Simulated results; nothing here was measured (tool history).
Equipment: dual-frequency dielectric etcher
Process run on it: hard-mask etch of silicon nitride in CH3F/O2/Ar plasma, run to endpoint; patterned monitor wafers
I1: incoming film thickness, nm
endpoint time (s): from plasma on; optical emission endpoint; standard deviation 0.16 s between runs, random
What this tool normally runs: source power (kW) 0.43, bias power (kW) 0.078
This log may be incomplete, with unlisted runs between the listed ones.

run 1 hour=0 | source_power_(kW)=0.43 bias_power_(kW)=0.078 | I1=39.21 | endpoint_time_(s)=55.3
run 2 hour=17.1 | source_power_(kW)=0.43 bias_power_(kW)=0.078 | I1=39.11 | endpoint_time_(s)=55.1
run 3 hour=26 | source_power_(kW)=0.51 bias_power_(kW)=0.066 | I1=39.31 | endpoint_time_(s)=56.4
run 4 hour=41.4 | source_power_(kW)=0.51 bias_power_(kW)=0.066 | I1=38.78 | endpoint_time_(s)=55.7
run 5 hour=52 | source_power_(kW)=0.51 bias_power_(kW)=0.066 | I1=39.03 | endpoint_time_(s)=56.3
run 6 hour=65.5 | source_power_(kW)=0.43 bias_power_(kW)=0.078 | I1=39.1 | endpoint_time_(s)=55.4
-- hour=94.9 wet clean of the chamber
run 7 hour=95.4 | source_power_(kW)=0.39 bias_power_(kW)=0.086 | I1=39.81 | endpoint_time_(s)=52.6
run 8 hour=95.8 | source_power_(kW)=0.39 bias_power_(kW)=0.086 | I1=39.22 | endpoint_time_(s)=51.6
run 9 hour=96.1 | source_power_(kW)=0.39 bias_power_(kW)=0.086 | I1=39.35 | endpoint_time_(s)=51.9
run 10 hour=105.3 | source_power_(kW)=0.43 bias_power_(kW)=0.078 | I1=39.33 | endpoint_time_(s)=52.7
run 11 hour=118.5 | source_power_(kW)=0.43 bias_power_(kW)=0.06 | I1=39.19 | endpoint_time_(s)=57.9
run 12 hour=132.7 | source_power_(kW)=0.43 bias_power_(kW)=0.078 | I1=39.07 | endpoint_time_(s)=52.7
run 13 hour=141.7 | source_power_(kW)=0.43 bias_power_(kW)=0.078 | I1=38.72 | endpoint_time_(s)=52
run 14 hour=152.9 | source_power_(kW)=0.43 bias_power_(kW)=0.078 | I1=38.94 | endpoint_time_(s)=52.1
-- hour=178.4 upper electrode replaced
run 15 hour=178.9 | source_power_(kW)=0.46 bias_power_(kW)=0.089 | I1=39.33 | endpoint_time_(s)=49.4
run 16 hour=188.8 | source_power_(kW)=0.36 bias_power_(kW)=0.095 | I1=39.05 | endpoint_time_(s)=50.9
-- hour=195.7 source power generator calibrated
-- hour=207.5 bias power generator calibrated
run 17 hour=208 | source_power_(kW)=0.35 bias_power_(kW)=0.09 | I1=39.2 | endpoint_time_(s)=52.8
run 18 hour=218.6 | source_power_(kW)=0.54 bias_power_(kW)=0.091 | I1=39.01 | endpoint_time_(s)=46.9
run 19 hour=232.8 | source_power_(kW)=0.51 bias_power_(kW)=0.061 | I1=39.06 | endpoint_time_(s)=55.4
run 20 hour=250 | source_power_(kW)=0.39 bias_power_(kW)=0.065 | I1=39.31 | endpoint_time_(s)=58.3
run 21 hour=266.5 | source_power_(kW)=0.51 bias_power_(kW)=0.087 | I1=38.85 | endpoint_time_(s)=48.4

Below are 4 alternative next runs, each starting from the tool's condition after run 21. Predict each:
run A hour=266.9 | source_power_(kW)=0.43 bias_power_(kW)=0.078 | I1=39.37 | endpoint_time_(s)=?
run B hour=266.9 | source_power_(kW)=0.47 bias_power_(kW)=0.09 | I1=39.37 | endpoint_time_(s)=?
run C hour=266.9 | source_power_(kW)=0.52 bias_power_(kW)=0.095 | I1=39.37 | endpoint_time_(s)=?
run D hour=266.9 | source_power_(kW)=0.43 bias_power_(kW)=0.071 | I1=39.37 | endpoint_time_(s)=?

run=A endpoint_time_(s)=53.3
run=B endpoint_time_(s)=49.3
run=C endpoint_time_(s)=47
run=D endpoint_time_(s)=55.2
What these runs would have given with no unlogged condition in the tool:
run=A endpoint_time_(s)=52.7
run=B endpoint_time_(s)=48.8
run=C endpoint_time_(s)=46.5
run=D endpoint_time_(s)=54.6

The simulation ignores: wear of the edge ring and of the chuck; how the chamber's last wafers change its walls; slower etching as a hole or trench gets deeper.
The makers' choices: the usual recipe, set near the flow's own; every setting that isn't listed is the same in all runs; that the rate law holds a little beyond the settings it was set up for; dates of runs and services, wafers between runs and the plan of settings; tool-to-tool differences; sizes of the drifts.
